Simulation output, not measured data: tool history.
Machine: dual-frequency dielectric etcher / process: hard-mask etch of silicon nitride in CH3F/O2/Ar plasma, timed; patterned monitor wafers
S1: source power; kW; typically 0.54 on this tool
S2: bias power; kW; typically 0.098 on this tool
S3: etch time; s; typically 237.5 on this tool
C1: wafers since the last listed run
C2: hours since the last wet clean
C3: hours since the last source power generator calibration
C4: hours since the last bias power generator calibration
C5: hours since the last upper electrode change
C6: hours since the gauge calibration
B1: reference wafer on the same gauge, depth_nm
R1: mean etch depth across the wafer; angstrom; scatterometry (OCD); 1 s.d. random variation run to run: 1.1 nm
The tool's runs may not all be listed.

run,hour,S1,S2,S3,C1,C2,C3,C4,C5,C6,B1,R1
1,0,0.54,0.098,260.5,0,34.8,958.2,3933.2,3619,678.6,205.3,2330
2,33.4,0.54,0.098,237.5,164,68.2,991.6,3966.6,3652.4,712,205.5,2129
3,48.7,0.54,0.098,237.5,75,83.5,1006.9,3981.9,3667.7,727.3,205,2127
4,81,0.54,0.098,237.5,158,115.8,1039.2,4014.2,3700,759.6,205.2,2141
5,95.3,0.54,0.098,237.5,70,130.1,1053.5,4028.5,3714.3,773.9,205,2125
6,120.9,0.54,0.098,237.5,125,155.7,1079.1,4054.1,3739.9,799.5,204.9,2150
# hour 135.5: bias power generator calibrated
7,136.4,0.54,0.098,237.5,56,171.2,1094.6,0.9,3755.4,815,205.4,2154
# hour 152.6: gauge calibrated
8,157.3,0.54,0.098,181,102,192.1,1115.5,21.8,3776.3,4.7,205.2,1626
9,180.3,0.54,0.098,181,113,215.1,1138.5,44.8,3799.3,27.7,204.9,1630
10,203.6,0.54,0.098,237.5,114,238.4,1161.8,68.1,3822.6,51,204.8,2146
11,235.5,0.65,0.118,258,156,270.3,1193.7,100,3854.5,82.9,205.2,2699
12,255,0.62,0.074,304,95,289.8,1213.2,119.5,3874,102.4,205.1,2478
13,280.2,0.59,0.118,256.5,123,315,1238.4,144.7,3899.2,127.6,205,2594
14,315.2,0.62,0.089,237.5,172,350,1273.4,179.7,3934.2,162.6,205,2157
# hour 347.1: upper electrode replaced
15,347.9,0.54,0.098,237.5,42,382.7,1306.1,212.4,0.8,195.3,204.7,2125
16,364.3,0.54,0.098,265,80,399.1,1322.5,228.8,17.2,211.7,204.8,2387
17,392.5,0.54,0.088,181.5,138,427.3,1350.7,257,45.4,239.9,205.1,1560
18,407.8,0.66,0.098,168.5,75,442.6,1366,272.3,60.7,255.2,205,1629
19,428,0.54,0.098,237.5,99,462.8,1386.2,292.5,80.9,275.4,204.9,2142
# hour 454.4: source power generator calibrated
20,459.4,0.46,0.114,171.5,134,494.2,5,323.9,112.3,306.8,204.8,1580
21,481,0.47,0.115,300.5,106,515.8,26.6,345.5,133.9,328.4,204.9,2798
22,513.8,0.42,0.098,216,161,548.6,59.4,378.3,166.7,361.2,205,1793
# hour 544.7: wet clean of the chamber
23,545.2,0.54,0.098,237.5,36,0.5,90.8,409.7,198.1,392.6,205.2,2167
24,572.7,0.63,0.081,237.5,135,28,118.3,437.2,225.6,420.1,205.2,2053
25,592.9,0.54,0.119,289,99,48.2,138.5,457.4,245.8,440.3,205.3,2871
26,649.4,0.61,0.118,285,277,104.7,195,513.9,302.3,496.8,205.1,2922
27,684.2,0.54,0.098,237.5,171,139.5,229.8,548.7,337.1,531.6,205.2,2155
28,710.7,0.44,0.098,192.5,130,166,256.3,575.2,363.6,558.1,205,1608
29,743.4,0.6,0.106,308,160,198.7,289,607.9,396.3,590.8,204.9,2985
30,770.7,0.54,0.122,265,134,226,316.3,635.2,423.6,618.1,204.9,2651

Describe how what the log doesn't record of the tool's condition differs between the last listed run preceding each entry between runs and the first listed run following it.
Between runs 6 and 7: bias power generator calibrated (hour 135.5)
  both runs share identical hidden conditions
Between runs 7 and 8: gauge calibrated (hour 152.6)
  both runs share identical hidden conditions
Between runs 14 and 15: upper electrode replaced (hour 347.1)
  both runs share identical hidden conditions
Between runs 19 and 20: source power generator calibrated (hour 454.4)
  both runs share identical hidden conditions
Between runs 22 and 23: wet clean of the chamber (hour 544.7)
  both runs share identical hidden conditions

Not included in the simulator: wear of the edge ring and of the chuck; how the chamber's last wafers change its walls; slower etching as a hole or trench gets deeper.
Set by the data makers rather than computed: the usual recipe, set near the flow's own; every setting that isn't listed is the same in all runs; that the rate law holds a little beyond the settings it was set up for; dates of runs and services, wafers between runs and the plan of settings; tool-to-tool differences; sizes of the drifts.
